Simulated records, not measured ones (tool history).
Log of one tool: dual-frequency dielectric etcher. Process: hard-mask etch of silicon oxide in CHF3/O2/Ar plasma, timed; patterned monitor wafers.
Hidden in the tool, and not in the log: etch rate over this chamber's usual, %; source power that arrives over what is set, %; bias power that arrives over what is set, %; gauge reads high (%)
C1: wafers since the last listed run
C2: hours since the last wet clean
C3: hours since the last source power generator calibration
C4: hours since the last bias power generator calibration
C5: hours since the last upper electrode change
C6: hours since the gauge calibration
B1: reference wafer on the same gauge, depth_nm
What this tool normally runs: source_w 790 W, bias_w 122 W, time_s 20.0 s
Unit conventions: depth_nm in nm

{"run": 1, "hour": 0.0, "source_w": 790, "bias_w": 122, "time_s": 20.0, "C1": 0, "C2": 330.8, "C3": 1880.3, "C4": 1776.4, "C5": 4613.9, "C6": 917.5, "B1": 40.8, "depth_nm": 35.81}
{"run": 2, "hour": 87.8, "source_w": 790, "bias_w": 122, "time_s": 23.0, "C1": 1626, "C2": 418.6, "C3": 1968.1, "C4": 1864.2, "C5": 4701.7, "C6": 1005.3, "B1": 40.87, "depth_nm": 41.06}
{"run": 3, "hour": 132.3, "source_w": 790, "bias_w": 122, "time_s": 23.0, "C1": 824, "C2": 463.1, "C3": 2012.6, "C4": 1908.7, "C5": 4746.2, "C6": 1049.8, "B1": 40.85, "depth_nm": 40.7}
{"run": 4, "hour": 182.3, "source_w": 790, "bias_w": 122, "time_s": 23.0, "C1": 926, "C2": 513.1, "C3": 2062.6, "C4": 1958.7, "C5": 4796.2, "C6": 1099.8, "B1": 40.7, "depth_nm": 41.05}
{"run": 5, "hour": 211.6, "source_w": 790, "bias_w": 143, "time_s": 20.0, "C1": 542, "C2": 542.4, "C3": 2091.9, "C4": 1988.0, "C5": 4825.5, "C6": 1129.1, "B1": 40.72, "depth_nm": 37.79}
{"hour": 237.5, "done": "wet clean of the chamber"}
{"run": 6, "hour": 340.5, "source_w": 790, "bias_w": 143, "time_s": 20.0, "C1": 1943, "C2": 103.0, "C3": 2220.8, "C4": 2116.9, "C5": 4954.4, "C6": 1258.0, "B1": 40.77, "depth_nm": 39.56}
{"run": 7, "hour": 395.5, "source_w": 790, "bias_w": 143, "time_s": 20.0, "C1": 1019, "C2": 158.0, "C3": 2275.8, "C4": 2171.9, "C5": 5009.4, "C6": 1313.0, "B1": 40.79, "depth_nm": 39.31}
{"run": 8, "hour": 462.6, "source_w": 790, "bias_w": 107, "time_s": 20.0, "C1": 1243, "C2": 225.1, "C3": 2342.9, "C4": 2239.0, "C5": 5076.5, "C6": 1380.1, "B1": 40.81, "depth_nm": 34.91}
{"run": 9, "hour": 493.4, "source_w": 790, "bias_w": 122, "time_s": 20.0, "C1": 570, "C2": 255.9, "C3": 2373.7, "C4": 2269.8, "C5": 5107.3, "C6": 1410.9, "B1": 40.72, "depth_nm": 36.58}
{"run": 10, "hour": 556.7, "source_w": 790, "bias_w": 122, "time_s": 20.0, "C1": 1172, "C2": 319.2, "C3": 2437.0, "C4": 2333.1, "C5": 5170.6, "C6": 1474.2, "B1": 40.86, "depth_nm": 36.62}
{"hour": 618.1, "done": "gauge calibrated"}
{"hour": 631.7, "done": "upper electrode replaced, of another model than before"}
{"run": 11, "hour": 632.2, "source_w": 790, "bias_w": 122, "time_s": 20.0, "C1": 954, "C2": 394.7, "C3": 2512.5, "C4": 2408.6, "C5": 0.5, "C6": 14.1, "B1": 40.83, "depth_nm": 36.35}
{"run": 12, "hour": 644.2, "source_w": 790, "bias_w": 122, "time_s": 20.0, "C1": 222, "C2": 406.7, "C3": 2524.5, "C4": 2420.6, "C5": 12.5, "C6": 26.1, "B1": 40.83, "depth_nm": 35.84}
{"hour": 670.4, "done": "source power generator calibrated"}
{"run": 13, "hour": 684.6, "source_w": 790, "bias_w": 122, "time_s": 17.0, "C1": 674, "C2": 447.1, "C3": 14.2, "C4": 2461.0, "C5": 52.9, "C6": 66.5, "B1": 40.81, "depth_nm": 30.79}
{"run": 14, "hour": 747.1, "source_w": 790, "bias_w": 122, "time_s": 20.0, "C1": 1158, "C2": 509.6, "C3": 76.7, "C4": 2523.5, "C5": 115.4, "C6": 129.0, "B1": 40.73, "depth_nm": 35.94}
{"hour": 786.5, "done": "bias power generator calibrated"}
{"run": 15, "hour": 787.0, "source_w": 740, "bias_w": 122, "time_s": 20.0, "C1": 665, "C2": 549.5, "C3": 116.6, "C4": 0.5, "C5": 155.3, "C6": 168.9, "B1": 40.76, "depth_nm": 33.45}
{"hour": 833.5, "done": "wet clean of the chamber"}
{"run": 16, "hour": 834.0, "source_w": 940, "bias_w": 110, "time_s": 17.5, "C1": 426, "C2": 0.5, "C3": 163.6, "C4": 47.5, "C5": 202.3, "C6": 215.9, "B1": 40.75, "depth_nm": 37.25}
{"run": 17, "hour": 894.1, "source_w": 940, "bias_w": 104, "time_s": 16.0, "C1": 1113, "C2": 60.6, "C3": 223.7, "C4": 107.6, "C5": 262.4, "C6": 276.0, "B1": 40.83, "depth_nm": 33.44}
{"run": 18, "hour": 929.9, "source_w": 790, "bias_w": 122, "time_s": 20.0, "C1": 663, "C2": 96.4, "C3": 259.5, "C4": 143.4, "C5": 298.2, "C6": 311.8, "B1": 40.73, "depth_nm": 37.14}
{"run": 19, "hour": 985.2, "source_w": 870, "bias_w": 133, "time_s": 20.0, "C1": 1024, "C2": 151.7, "C3": 314.8, "C4": 198.7, "C5": 353.5, "C6": 367.1, "B1": 40.74, "depth_nm": 41.2}
{"run": 20, "hour": 1025.5, "source_w": 710, "bias_w": 122, "time_s": 18.5, "C1": 746, "C2": 192.0, "C3": 355.1, "C4": 239.0, "C5": 393.8, "C6": 407.4, "B1": 40.81, "depth_nm": 30.54}
{"run": 21, "hour": 1080.9, "source_w": 790, "bias_w": 122, "time_s": 20.0, "C1": 1026, "C2": 247.4, "C3": 410.5, "C4": 294.4, "C5": 449.2, "C6": 462.8, "B1": 40.72, "depth_nm": 36.48}
{"run": 22, "hour": 1106.6, "source_w": 720, "bias_w": 114, "time_s": 25.0, "C1": 476, "C2": 273.1, "C3": 436.2, "C4": 320.1, "C5": 474.9, "C6": 488.5, "B1": 40.89, "depth_nm": 41.16}
{"run": 23, "hour": 1150.8, "source_w": 730, "bias_w": 135, "time_s": 23.0, "C1": 818, "C2": 317.3, "C3": 480.4, "C4": 364.3, "C5": 519.1, "C6": 532.7, "B1": 40.79, "depth_nm": 39.44}
{"run": 24, "hour": 1193.6, "source_w": 670, "bias_w": 122, "time_s": 16.5, "C1": 793, "C2": 360.1, "C3": 523.2, "C4": 407.1, "C5": 561.9, "C6": 575.5, "B1": 40.79, "depth_nm": 24.96}
{"run": 25, "hour": 1252.8, "source_w": 790, "bias_w": 143, "time_s": 20.0, "C1": 1096, "C2": 419.3, "C3": 582.4, "C4": 466.3, "C5": 621.1, "C6": 634.7, "B1": 40.76, "depth_nm": 37.12}

Consider 4 possible next runs. They are alternatives, not a sequence: every one starts from the tool as it was left by run 25. What does each give?
{"run": "A", "hour": 1253.2, "source_w": 790, "bias_w": 99, "time_s": 20.0, "C1": 7, "C2": 419.7, "C3": 582.8, "C4": 466.7, "C5": 621.5, "C6": 635.1, "B1": "?", "depth_nm": "?"}
{"run": "B", "hour": 1253.2, "source_w": 980, "bias_w": 143, "time_s": 22.0, "C1": 7, "C2": 419.7, "C3": 582.8, "C4": 466.7, "C5": 621.5, "C6": 635.1, "B1": "?", "depth_nm": "?"}
{"run": "C", "hour": 1253.2, "source_w": 790, "bias_w": 132, "time_s": 18.0, "C1": 7, "C2": 419.7, "C3": 582.8, "C4": 466.7, "C5": 621.5, "C6": 635.1, "B1": "?", "depth_nm": "?"}
{"run": "D", "hour": 1253.2, "source_w": 790, "bias_w": 151, "time_s": 15.5, "C1": 7, "C2": 419.7, "C3": 582.8, "C4": 466.7, "C5": 621.5, "C6": 635.1, "B1": "?", "depth_nm": "?"}

run=A B1=40.81 depth_nm=34.48
run=B B1=40.81 depth_nm=48.93
run=C B1=40.81 depth_nm=32.81
run=D B1=40.81 depth_nm=29.08
Had the tool no hidden state, the same runs would have come out as:
run=A depth_nm=35.96
run=B depth_nm=51.03
run=C depth_nm=34.22
run=D depth_nm=30.33

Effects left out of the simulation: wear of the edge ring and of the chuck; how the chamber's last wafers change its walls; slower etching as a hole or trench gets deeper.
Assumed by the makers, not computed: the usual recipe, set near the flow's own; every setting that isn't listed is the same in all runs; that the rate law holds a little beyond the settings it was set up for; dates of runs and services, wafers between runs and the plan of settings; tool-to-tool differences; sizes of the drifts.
